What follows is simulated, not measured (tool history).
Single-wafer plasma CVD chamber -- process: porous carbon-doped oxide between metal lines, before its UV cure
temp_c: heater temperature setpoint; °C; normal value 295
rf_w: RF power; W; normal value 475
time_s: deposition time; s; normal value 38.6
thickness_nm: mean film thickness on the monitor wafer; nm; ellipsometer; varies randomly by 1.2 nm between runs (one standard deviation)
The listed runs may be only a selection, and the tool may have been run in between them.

run	hour	temp_c	rf_w	time_s	wafers since the last listed run	hours since the last thermocouple change	hours since the last RF generator calibration	hours since the showerhead was replaced	hours since the gauge calibration	read-back reference wafer on the same gauge, thickness_nm	thickness_nm
1	0	290	475	38.6	0	689.5	851.7	3405.6	1729.7	243.339	217.687
2	88.8	288	420	38.6	2394	778.3	940.5	3494.4	1818.5	243.197	193.105
3	151.9	288	420	38.6	1701	841.4	1003.6	3557.5	1881.6	243.248	191.858
4	199.5	288	475	43.8	1283	889	1051.2	3605.1	1929.2	242.871	250.428
5	252	288	475	43.8	1415	941.5	1103.7	3657.6	1981.7	242.746	249.067
6	288.6	288	475	43.8	987	978.1	1140.3	3694.2	2018.3	242.786	248.315
7	368.7	295	475	34.9	2160	1058.2	1220.4	3774.3	2098.4	243.525	187.671
8	411.8	295	475	34.9	1162	1101.3	1263.5	3817.4	2141.5	242.611	189.933
9	475.7	295	475	38.6	1723	1165.2	1327.4	3881.3	2205.4	242.795	207.504
10	558.9	295	475	38.6	2243	1248.4	1410.6	3964.5	2288.6	242.9	205.526
11	634.5	295	475	38.6	2038	1324	1486.2	4040.1	2364.2	242.419	208.331
12	724.4	295	475	38.6	2424	1413.9	1576.1	4130	2454.1	242.981	205.792
13	809.6	295	475	38.6	2297	1499.1	1661.3	4215.2	2539.3	242.97	204.394
# hour 835.8: RF generator calibrated
14	884.7	295	475	38.6	1809	1574.2	48.9	4290.3	2614.4	242.814	214
15	969.4	295	475	33.8	2284	1658.9	133.6	4375	2699.1	243.093	184.142
# hour 1120.7: gauge calibrated
16	1126.9	295	475	33.8	4247	1816.4	291.1	4532.5	6.2	242.803	188.117
17	1187.2	295	475	38.6	1626	1876.7	351.4	4592.8	66.5	242.709	209.515
# hour 1249.4: thermocouple changed; heater temperature recalibrated
18	1260	309	435	46.1	1747	10.6	424.2	4665.6	139.3	242.637	209.526
19	1364.9	295	425	38.6	2829	115.5	529.1	4770.5	244.2	243.077	185.554
20	1409	295	475	38.6	1189	159.6	573.2	4814.6	288.3	242.352	211.303
21	1486	304	515	30.9	2076	236.6	650.2	4891.6	365.3	242.579	172.201

What will run 22 give?
22	1562.4	287	445	38.6	2060	313	726.6	4968	441.7	?	?

read-back reference wafer on the same gauge, thickness_nm: 242.787
thickness_nm: 206.908 nm
Without the tool's hidden state the same run would have given thickness_nm 208.681 nm.
